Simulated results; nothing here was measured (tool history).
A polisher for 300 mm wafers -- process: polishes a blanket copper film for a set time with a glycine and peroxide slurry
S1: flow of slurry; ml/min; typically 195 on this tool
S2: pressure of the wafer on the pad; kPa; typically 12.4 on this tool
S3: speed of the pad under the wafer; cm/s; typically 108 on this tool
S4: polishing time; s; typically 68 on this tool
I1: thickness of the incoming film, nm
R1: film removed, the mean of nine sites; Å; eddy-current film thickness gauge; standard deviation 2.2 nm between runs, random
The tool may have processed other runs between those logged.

| run | hour | S1 | S2 | S3 | S4 | I1 | R1 |
|---|---|---|---|---|---|---|---|
| 1 | 0 | 195 | 12.4 | 108 | 68 | 1672 | 2385 |
| 2 | 14.5 | 195 | 12.4 | 108 | 68 | 1669.2 | 2444 |
| 3 | 51.4 | 195 | 12.4 | 108 | 68 | 1690.6 | 2403 |
| 4 | 59.8 | 195 | 12.4 | 108 | 68 | 1689 | 2404 |
| 5 | 66.8 | 195 | 12.4 | 122 | 68 | 1667.1 | 2549 |
| 6 | 79.9 | 195 | 13.8 | 108 | 68 | 1683.8 | 2574 |
|  | 90.2 | worn pad replaced by a new one |
| 7 | 90.7 | 195 | 13.8 | 108 | 68 | 1676.6 | 2577 |
| 8 | 102.9 | 195 | 13.8 | 108 | 68 | 1662.8 | 2544 |
| 9 | 110.5 | 195 | 12.4 | 108 | 68 | 1663.2 | 2387 |
|  | 125.3 | head pressure recalibrated |
| 10 | 128.4 | 195 | 12.4 | 108 | 68 | 1651.5 | 2333 |
| 11 | 135.4 | 195 | 12.4 | 108 | 68 | 1688.1 | 2331 |
| 12 | 150.6 | 195 | 12.4 | 132 | 84 | 1675.8 | 3173 |
| 13 | 157.8 | 195 | 12.4 | 108 | 90 | 1687.7 | 3094 |
| 14 | 166.9 | 160 | 13.8 | 78 | 80 | 1680.5 | 2400 |
|  | 171.5 | worn pad replaced by a new one |
| 15 | 173.4 | 155 | 13.8 | 108 | 68 | 1666.2 | 2323 |
| 16 | 190.8 | 265 | 16.5 | 122 | 46 | 1693 | 2190 |
| 17 | 200.7 | 145 | 10.3 | 128 | 87 | 1672.4 | 2514 |
|  | 247.5 | slurry nozzle cleaned |
|  | 250.1 | worn pad replaced by a new one |
| 18 | 250.6 | 195 | 12.4 | 108 | 68 | 1670.5 | 2578 |
| 19 | 264.9 | 235 | 12.4 | 72 | 68 | 1667 | 2232 |
| 20 | 277.1 | 215 | 13.8 | 90 | 68 | 1664.2 | 2594 |
| 21 | 292.9 | 195 | 12.4 | 108 | 58 | 1661.6 | 2179 |
| 22 | 304.9 | 195 | 14.5 | 136 | 60 | 1661.6 | 2834 |
| 23 | 312 | 195 | 12.4 | 108 | 68 | 1647.8 | 2558 |

Below are 4 alternative next runs, each starting from the tool's condition after run 23. Predict each:
| A | 312.4 | 195 | 12.4 | 108 | 68 | 1692.2 | ? |
| B | 312.4 | 245 | 12.4 | 108 | 68 | 1692.2 | ? |
| C | 312.4 | 165 | 14.5 | 90 | 86 | 1692.2 | ? |
| D | 312.4 | 250 | 11 | 124 | 54 | 1692.2 | ? |

| run | R1 |
|---|---|
| A | 2531 |
| B | 2614 |
| C | 3227 |
| D | 2030 |
With the hidden condition removed and each run's random variation left untouched, the same runs would have given:
| run | R1 |
|---|---|
| A | 2561 |
| B | 2639 |
| C | 3273 |
| D | 2048 |
